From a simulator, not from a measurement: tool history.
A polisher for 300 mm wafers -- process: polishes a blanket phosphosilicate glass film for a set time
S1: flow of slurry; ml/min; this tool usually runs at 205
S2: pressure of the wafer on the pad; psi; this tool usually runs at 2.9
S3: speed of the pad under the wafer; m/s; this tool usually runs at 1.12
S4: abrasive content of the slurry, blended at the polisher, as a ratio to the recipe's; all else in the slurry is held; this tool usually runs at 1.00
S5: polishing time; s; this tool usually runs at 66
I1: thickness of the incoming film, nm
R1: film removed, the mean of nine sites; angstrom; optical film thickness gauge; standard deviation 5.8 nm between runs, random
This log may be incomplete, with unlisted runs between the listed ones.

{"run": 1, "hour": 0.0, "S1": 205, "S2": 2.9, "S3": 0.86, "S4": 1.0, "S5": 78, "I1": 3865.6, "R1": 4375}
{"run": 2, "hour": 50.6, "S1": 205, "S2": 2.9, "S3": 0.78, "S4": 0.8, "S5": 74, "I1": 3862.2, "R1": 3532}
{"hour": 64.7, "done": "conditioning disc replaced and pad reconditioned"}
{"run": 3, "hour": 86.6, "S1": 240, "S2": 2.9, "S3": 0.82, "S4": 1.0, "S5": 57, "I1": 3820.1, "R1": 3127}
{"hour": 109.9, "done": "worn pad replaced by a new one"}
{"hour": 114.7, "done": "slurry blender recalibrated"}
{"run": 4, "hour": 134.7, "S1": 205, "S2": 2.9, "S3": 1.12, "S4": 1.0, "S5": 66, "I1": 3782.0, "R1": 4916}
{"run": 5, "hour": 174.8, "S1": 180, "S2": 2.9, "S3": 1.12, "S4": 0.9, "S5": 66, "I1": 3833.6, "R1": 4576}
{"run": 6, "hour": 209.6, "S1": 205, "S2": 2.0, "S3": 0.84, "S4": 1.3, "S5": 81, "I1": 3818.6, "R1": 3498}
{"run": 7, "hour": 248.2, "S1": 205, "S2": 2.9, "S3": 1.32, "S4": 1.0, "S5": 66, "I1": 3893.4, "R1": 5341}
{"run": 8, "hour": 292.9, "S1": 205, "S2": 2.9, "S3": 1.12, "S4": 1.0, "S5": 66, "I1": 3796.7, "R1": 4666}
{"hour": 326.8, "done": "slurry nozzle cleaned"}
{"run": 9, "hour": 355.2, "S1": 205, "S2": 2.9, "S3": 1.32, "S4": 1.0, "S5": 55, "I1": 3849.2, "R1": 4723}
{"run": 10, "hour": 410.4, "S1": 205, "S2": 2.9, "S3": 0.86, "S4": 1.0, "S5": 66, "I1": 3819.5, "R1": 3899}
{"run": 11, "hour": 450.5, "S1": 205, "S2": 2.9, "S3": 1.24, "S4": 1.0, "S5": 66, "I1": 3836.1, "R1": 5096}
{"run": 12, "hour": 522.3, "S1": 205, "S2": 2.9, "S3": 0.9, "S4": 1.0, "S5": 66, "I1": 3862.5, "R1": 3924}
{"hour": 536.8, "done": "conditioning disc replaced and pad reconditioned"}
{"hour": 585.5, "done": "worn pad replaced by a new one"}
{"run": 13, "hour": 586.0, "S1": 205, "S2": 2.9, "S3": 1.12, "S4": 1.0, "S5": 66, "I1": 3867.0, "R1": 4831}
{"hour": 638.0, "done": "slurry blender recalibrated"}
{"run": 14, "hour": 645.1, "S1": 180, "S2": 2.9, "S3": 0.84, "S4": 1.0, "S5": 79, "I1": 3842.7, "R1": 4383}
{"run": 15, "hour": 690.3, "S1": 205, "S2": 2.9, "S3": 1.12, "S4": 0.9, "S5": 45, "I1": 3790.2, "R1": 3135}
{"run": 16, "hour": 748.2, "S1": 205, "S2": 2.9, "S3": 1.12, "S4": 1.0, "S5": 66, "I1": 3850.3, "R1": 4727}
{"run": 17, "hour": 784.2, "S1": 205, "S2": 2.9, "S3": 1.12, "S4": 1.0, "S5": 66, "I1": 3828.8, "R1": 4593}
{"hour": 786.8, "done": "slurry nozzle cleaned"}
{"run": 18, "hour": 841.7, "S1": 205, "S2": 2.9, "S3": 1.26, "S4": 1.0, "S5": 88, "I1": 3791.0, "R1": 7198}
{"run": 19, "hour": 913.6, "S1": 205, "S2": 2.9, "S3": 1.36, "S4": 1.0, "S5": 89, "I1": 3760.9, "R1": 7426}
{"hour": 945.0, "done": "head pressure recalibrated"}
{"run": 20, "hour": 980.9, "S1": 205, "S2": 2.9, "S3": 1.12, "S4": 0.9, "S5": 66, "I1": 3810.6, "R1": 4479}
{"hour": 1002.3, "done": "conditioning disc replaced and pad reconditioned"}
{"run": 21, "hour": 1012.8, "S1": 205, "S2": 2.9, "S3": 1.12, "S4": 1.0, "S5": 79, "I1": 3764.4, "R1": 5422}
{"run": 22, "hour": 1062.6, "S1": 205, "S2": 2.9, "S3": 1.12, "S4": 1.0, "S5": 66, "I1": 3834.3, "R1": 4427}
{"hour": 1098.3, "done": "slurry blender recalibrated"}
{"run": 23, "hour": 1108.2, "S1": 205, "S2": 2.9, "S3": 0.78, "S4": 1.0, "S5": 66, "I1": 3895.2, "R1": 3220}
{"hour": 1122.8, "done": "worn pad replaced by a new one"}
{"run": 24, "hour": 1134.7, "S1": 205, "S2": 2.9, "S3": 1.12, "S4": 1.0, "S5": 66, "I1": 3784.2, "R1": 4760}

For each run, what was the tool's unlogged condition?
deviation of the head's pressure from its setpoint, %: 0, the same for each run
abrasive missing from the slurry, %: 0, the same for each run
time polished since the conditioner stopped cutting, s: 0, the same for each run
H1: removal rate lost through wear of the pad, %
H2: slurry flow missing at the pad, %
run=1 H1=6.94 H2=28.7
run=2 H1=7.78 H2=31.2
run=3 H1=8.38 H2=32.6
run=4 H1=0.721 H2=34.1
run=5 H1=1.39 H2=35
run=6 H1=1.96 H2=35.6
run=7 H1=2.6 H2=36.1
run=8 H1=3.35 H2=36.6
run=9 H1=4.38 H2=9.22
run=10 H1=5.3 H2=18.1
run=11 H1=5.96 H2=22.9
run=12 H1=7.15 H2=28.9
run=13 H1=0.894 H2=32.4
run=14 H1=1.87 H2=34.6
run=15 H1=2.62 H2=35.8
run=16 H1=3.59 H2=36.9
run=17 H1=4.18 H2=37.5
run=18 H1=5.14 H2=17.4
run=19 H1=6.33 H2=26.8
run=20 H1=7.45 H2=32.4
run=21 H1=7.98 H2=34.3
run=22 H1=8.8 H2=36.7
run=23 H1=9.56 H2=38.2
run=24 H1=0.329 H2=39
